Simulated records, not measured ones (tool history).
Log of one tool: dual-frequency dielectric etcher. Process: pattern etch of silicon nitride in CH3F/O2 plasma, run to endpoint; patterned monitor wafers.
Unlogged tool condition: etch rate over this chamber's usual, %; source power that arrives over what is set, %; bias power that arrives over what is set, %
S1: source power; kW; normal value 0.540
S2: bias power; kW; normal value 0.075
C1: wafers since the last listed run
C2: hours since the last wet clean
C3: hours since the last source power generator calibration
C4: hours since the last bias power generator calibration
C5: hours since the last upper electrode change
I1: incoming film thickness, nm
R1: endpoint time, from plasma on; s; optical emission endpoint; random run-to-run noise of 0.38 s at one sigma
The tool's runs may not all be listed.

| run | hour | S1 | S2 | C1 | C2 | C3 | C4 | C5 | I1 | R1 |
|---|---|---|---|---|---|---|---|---|---|---|
| 1 | 0.0 | 0.540 | 0.075 | 0 | 166.2 | 1950.7 | 4010.3 | 4873.3 | 63.7 | 56.4 |
| 2 | 48.4 | 0.540 | 0.075 | 263 | 214.6 | 1999.1 | 4058.7 | 4921.7 | 62.9 | 54.9 |
| 3 | 118.2 | 0.540 | 0.075 | 380 | 284.4 | 2068.9 | 4128.5 | 4991.5 | 65.3 | 56.7 |
| 4 | 174.7 | 0.580 | 0.075 | 308 | 340.9 | 2125.4 | 4185.0 | 5048.0 | 63.6 | 53.6 |
|  | 234.7 | wet clean of the chamber |
| 5 | 235.2 | 0.540 | 0.075 | 199 | 0.5 | 2185.9 | 4245.5 | 5108.5 | 63.6 | 57.5 |
| 6 | 265.3 | 0.540 | 0.075 | 164 | 30.6 | 2216.0 | 4275.6 | 5138.6 | 64.9 | 58.3 |
| 7 | 354.9 | 0.540 | 0.075 | 488 | 120.2 | 2305.6 | 4365.2 | 5228.2 | 64.3 | 57.6 |
| 8 | 404.7 | 0.540 | 0.075 | 271 | 170.0 | 2355.4 | 4415.0 | 5278.0 | 64.1 | 56.5 |
| 9 | 461.2 | 0.490 | 0.089 | 308 | 226.5 | 2411.9 | 4471.5 | 5334.5 | 64.3 | 54.8 |
| 10 | 495.5 | 0.490 | 0.089 | 187 | 260.8 | 2446.2 | 4505.8 | 5368.8 | 63.8 | 53.4 |
| 11 | 524.3 | 0.630 | 0.075 | 157 | 289.6 | 2475.0 | 4534.6 | 5397.6 | 63.2 | 51.7 |
| 12 | 566.9 | 0.510 | 0.075 | 232 | 332.2 | 2517.6 | 4577.2 | 5440.2 | 63.8 | 55.7 |
| 13 | 607.8 | 0.510 | 0.075 | 222 | 373.1 | 2558.5 | 4618.1 | 5481.1 | 63.9 | 56.3 |
|  | 619.9 | bias power generator calibrated |
|  | 647.7 | wet clean of the chamber |
| 14 | 648.2 | 0.540 | 0.075 | 67 | 0.5 | 2598.9 | 28.3 | 5521.5 | 63.6 | 56.9 |
| 15 | 686.4 | 0.540 | 0.075 | 208 | 38.7 | 2637.1 | 66.5 | 5559.7 | 64.0 | 56.5 |
| 16 | 748.9 | 0.650 | 0.075 | 340 | 101.2 | 2699.6 | 129.0 | 5622.2 | 64.0 | 52.2 |
| 17 | 777.7 | 0.540 | 0.075 | 157 | 130.0 | 2728.4 | 157.8 | 5651.0 | 63.3 | 55.8 |
| 18 | 841.6 | 0.540 | 0.068 | 348 | 193.9 | 2792.3 | 221.7 | 5714.9 | 63.9 | 58.1 |
| 19 | 890.3 | 0.650 | 0.089 | 265 | 242.6 | 2841.0 | 270.4 | 5763.6 | 64.5 | 48.3 |
| 20 | 941.3 | 0.590 | 0.062 | 278 | 293.6 | 2892.0 | 321.4 | 5814.6 | 64.2 | 57.2 |
| 21 | 968.1 | 0.450 | 0.069 | 146 | 320.4 | 2918.8 | 348.2 | 5841.4 | 64.2 | 61.2 |
|  | 1008.9 | source power generator calibrated |
|  | 1011.1 | upper electrode replaced, of another model than before |
| 22 | 1035.0 | 0.540 | 0.075 | 330 | 387.3 | 26.1 | 415.1 | 23.9 | 63.4 | 54.1 |
|  | 1102.9 | wet clean of the chamber |
| 23 | 1104.5 | 0.540 | 0.075 | 248 | 1.6 | 95.6 | 484.6 | 93.4 | 64.4 | 57.3 |
| 24 | 1133.4 | 0.410 | 0.063 | 157 | 30.5 | 124.5 | 513.5 | 122.3 | 63.7 | 74.3 |
| 25 | 1189.4 | 0.540 | 0.082 | 305 | 86.5 | 180.5 | 569.5 | 178.3 | 64.0 | 54.2 |
| 26 | 1254.2 | 0.540 | 0.075 | 353 | 151.3 | 245.3 | 634.3 | 243.1 | 63.7 | 55.8 |
| 27 | 1279.7 | 0.440 | 0.088 | 139 | 176.8 | 270.8 | 659.8 | 268.6 | 63.6 | 57.6 |
| 28 | 1320.4 | 0.500 | 0.065 | 221 | 217.5 | 311.5 | 700.5 | 309.3 | 64.1 | 63.0 |
| 29 | 1364.2 | 0.410 | 0.067 | 238 | 261.3 | 355.3 | 744.3 | 353.1 | 63.8 | 70.3 |

Below are 4 alternative next runs, each starting from the tool's condition after run 29. Predict each:
| A | 1364.7 | 0.540 | 0.075 | 2 | 261.8 | 355.8 | 744.8 | 353.6 | 64.2 | ? |
| B | 1364.7 | 0.540 | 0.081 | 2 | 261.8 | 355.8 | 744.8 | 353.6 | 64.2 | ? |
| C | 1364.7 | 0.640 | 0.075 | 2 | 261.8 | 355.8 | 744.8 | 353.6 | 64.2 | ? |
| D | 1364.7 | 0.450 | 0.056 | 2 | 261.8 | 355.8 | 744.8 | 353.6 | 64.2 | ? |

| run | R1 |
|---|---|
| A | 56.4 |
| B | 54.1 |
| C | 51.4 |
| D | 74.5 |
With the hidden condition removed and each run's random variation left untouched, the same runs would have given:
| run | R1 |
|---|---|
| A | 58.7 |
| B | 56.3 |
| C | 53.4 |
| D | 77.5 |
